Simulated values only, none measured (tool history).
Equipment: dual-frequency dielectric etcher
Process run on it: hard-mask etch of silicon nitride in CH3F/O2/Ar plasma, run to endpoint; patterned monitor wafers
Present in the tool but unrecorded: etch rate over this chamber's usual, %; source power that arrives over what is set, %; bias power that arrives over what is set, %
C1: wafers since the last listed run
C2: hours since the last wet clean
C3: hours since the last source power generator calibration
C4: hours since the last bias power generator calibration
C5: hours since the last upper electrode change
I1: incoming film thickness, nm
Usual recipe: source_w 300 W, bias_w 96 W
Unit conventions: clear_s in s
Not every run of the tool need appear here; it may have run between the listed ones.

Run 1, hour 0: usual settings but source_w 320 W; C1 0; C2 113.8; C3 1124.5; C4 3512.2; C5 5036.2; I1 54.9. Result: clear_s 85.8 s.
Run 2, hour 25.2: usual settings; C1 230; C2 139; C3 1149.7; C4 3537.4; C5 5061.4; I1 55.2. Result: clear_s 89.3 s.
Run 3, hour 59.7: usual settings but source_w 340 W; C1 315; C2 173.5; C3 1184.2; C4 3571.9; C5 5095.9; I1 55.1. Result: clear_s 83.4 s.
Run 4, hour 79.5: usual settings but source_w 340 W; C1 180; C2 193.3; C3 1204; C4 3591.7; C5 5115.7; I1 54.6. Result: clear_s 82.7 s.
Run 5, hour 105: usual settings but source_w 340 W; C1 232; C2 218.8; C3 1229.5; C4 3617.2; C5 5141.2; I1 55. Result: clear_s 83.4 s.
Run 6, hour 119.9: usual settings; C1 136; C2 233.7; C3 1244.4; C4 3632.1; C5 5156.1; I1 54.6. Result: clear_s 87.7 s.
Run 7, hour 152.9: usual settings; C1 301; C2 266.7; C3 1277.4; C4 3665.1; C5 5189.1; I1 54.4. Result: clear_s 87.8 s.
Run 8, hour 203.7: usual settings but source_w 270 W; C1 463; C2 317.5; C3 1328.2; C4 3715.9; C5 5239.9; I1 54.5. Result: clear_s 93.6 s.
Run 9, hour 235.5: usual settings but source_w 340 W, bias_w 101 W; C1 290; C2 349.3; C3 1360; C4 3747.7; C5 5271.7; I1 55. Result: clear_s 81.8 s.
Run 10, hour 267.8: usual settings but source_w 340 W, bias_w 101 W; C1 294; C2 381.6; C3 1392.3; C4 3780; C5 5304; I1 54.8. Result: clear_s 81.4 s.
At hour 307.3: wet clean of the chamber.
At hour 307.7: bias power generator calibrated.
Run 11, hour 308.2: usual settings but source_w 360 W; C1 145; C2 0.9; C3 1432.7; C4 0.5; C5 5344.4; I1 54.9. Result: clear_s 79.8 s.
Run 12, hour 350.5: usual settings but source_w 360 W; C1 386; C2 43.2; C3 1475; C4 42.8; C5 5386.7; I1 55.1. Result: clear_s 80.3 s.
Run 13, hour 364.4: usual settings but source_w 360 W; C1 126; C2 57.1; C3 1488.9; C4 56.7; C5 5400.6; I1 54.2. Result: clear_s 78.5 s.
Run 14, hour 377.2: usual settings; C1 116; C2 69.9; C3 1501.7; C4 69.5; C5 5413.4; I1 54.6. Result: clear_s 87 s.
Run 15, hour 408.8: usual settings; C1 288; C2 101.5; C3 1533.3; C4 101.1; C5 5445; I1 55.1. Result: clear_s 87.9 s.
Run 16, hour 426.9: usual settings but source_w 370 W; C1 165; C2 119.6; C3 1551.4; C4 119.2; C5 5463.1; I1 55. Result: clear_s 79 s.
Run 17, hour 439.1: usual settings; C1 111; C2 131.8; C3 1563.6; C4 131.4; C5 5475.3; I1 55.4. Result: clear_s 88 s.
Run 18, hour 458: usual settings but source_w 330 W, bias_w 74 W; C1 172; C2 150.7; C3 1582.5; C4 150.3; C5 5494.2; I1 54.4. Result: clear_s 89.7 s.
At hour 485.8: source power generator calibrated.
Run 19, hour 486.3: usual settings; C1 221; C2 179; C3 0.5; C4 178.6; C5 5522.5; I1 55.4. Result: clear_s 91 s.
Run 20, hour 516: usual settings but source_w 370 W, bias_w 75 W; C1 271; C2 208.7; C3 30.2; C4 208.3; C5 5552.2; I1 55.7. Result: clear_s 89 s.
Run 21, hour 537.5: usual settings but source_w 360 W, bias_w 75 W; C1 196; C2 230.2; C3 51.7; C4 229.8; C5 5573.7; I1 55. Result: clear_s 89 s.
Run 22, hour 560.3: usual settings but source_w 370 W, bias_w 110 W; C1 208; C2 253; C3 74.5; C4 252.6; C5 5596.5; I1 54.9. Result: clear_s 78.1 s.
Run 23, hour 587.2: usual settings but source_w 360 W, bias_w 119 W; C1 245; C2 279.9; C3 101.4; C4 279.5; C5 5623.4; I1 54.2. Result: clear_s 76 s.
Run 24, hour 600.5: usual settings but bias_w 119 W; C1 121; C2 293.2; C3 114.7; C4 292.8; C5 5636.7; I1 54.6. Result: clear_s 83.8 s.
Run 25, hour 629.8: usual settings; C1 267; C2 322.5; C3 144; C4 322.1; C5 5666; I1 54.9. Result: clear_s 90.6 s.
Run 26, hour 654.6: usual settings but source_w 320 W; C1 226; C2 347.3; C3 168.8; C4 346.9; C5 5690.8; I1 54.6. Result: clear_s 88 s.
At hour 683.6: upper electrode replaced.
Run 27, hour 689.3: usual settings but bias_w 83 W; C1 97; C2 382; C3 203.5; C4 381.6; C5 5.7; I1 55. Result: clear_s 95.3 s.
Run 28, hour 715.9: usual settings; C1 242; C2 408.6; C3 230.1; C4 408.2; C5 32.3; I1 54.4. Result: clear_s 90.1 s.
At hour 803.1: wet clean of the chamber.
Run 29, hour 803.6: usual settings but bias_w 111 W; C1 581; C2 0.5; C3 317.8; C4 495.9; C5 120; I1 55.1. Result: clear_s 85.4 s.
Run 30, hour 818.2: usual settings but source_w 260 W, bias_w 105 W; C1 133; C2 15.1; C3 332.4; C4 510.5; C5 134.6; I1 55.5. Result: clear_s 95.1 s.
Run 31, hour 837.8: usual settings but source_w 350 W, bias_w 72 W; C1 178; C2 34.7; C3 352; C4 530.1; C5 154.2; I1 55.1. Result: clear_s 90.5 s.
Run 32, hour 858.5: usual settings but source_w 260 W; C1 189; C2 55.4; C3 372.7; C4 550.8; C5 174.9; I1 54.8. Result: clear_s 96.6 s.
Run 33, hour 883.1: usual settings; C1 224; C2 80; C3 397.3; C4 575.4; C5 199.5; I1 55.1. Result: clear_s 90.3 s.
Run 34, hour 901.1: usual settings but source_w 380 W, bias_w 78 W; C1 164; C2 98; C3 415.3; C4 593.4; C5 217.5; I1 54.1. Result: clear_s 83.6 s.

Hidden state, per run?
bias power that arrives over what is set, %: 0 in every run
H1: etch rate over this chamber's usual, %
H2: source power that arrives over what is set, %
run       H1     H2
  1    -0.39   3.61
  2   -0.469   3.72
  3   -0.578   3.89
  4    -0.64   3.99
  5    -0.72   4.11
  6   -0.766   4.19
  7    -0.87   4.36
  8    -1.03   4.63
  9    -1.13   4.81
 10    -1.23   4.99
 11  -0.0475   5.22
 12    -0.18   5.47
 13   -0.224   5.56
 14   -0.264   5.64
 15   -0.363   5.83
 16    -0.42   5.95
 17   -0.458   6.03
 18   -0.517   6.15
 19   -0.606  0.469
 20   -0.699  0.471
 21   -0.767  0.475
 22   -0.838  0.481
 23   -0.923  0.491
 24   -0.965  0.496
 25    -1.06  0.512
 26    -1.13  0.528
 27    -1.24  0.554
 28    -1.33  0.578
 29    0.266  0.677
 30     0.22  0.696
 31    0.159  0.724
 32    0.094  0.755
 33   0.0169  0.793
 34  -0.0396  0.823
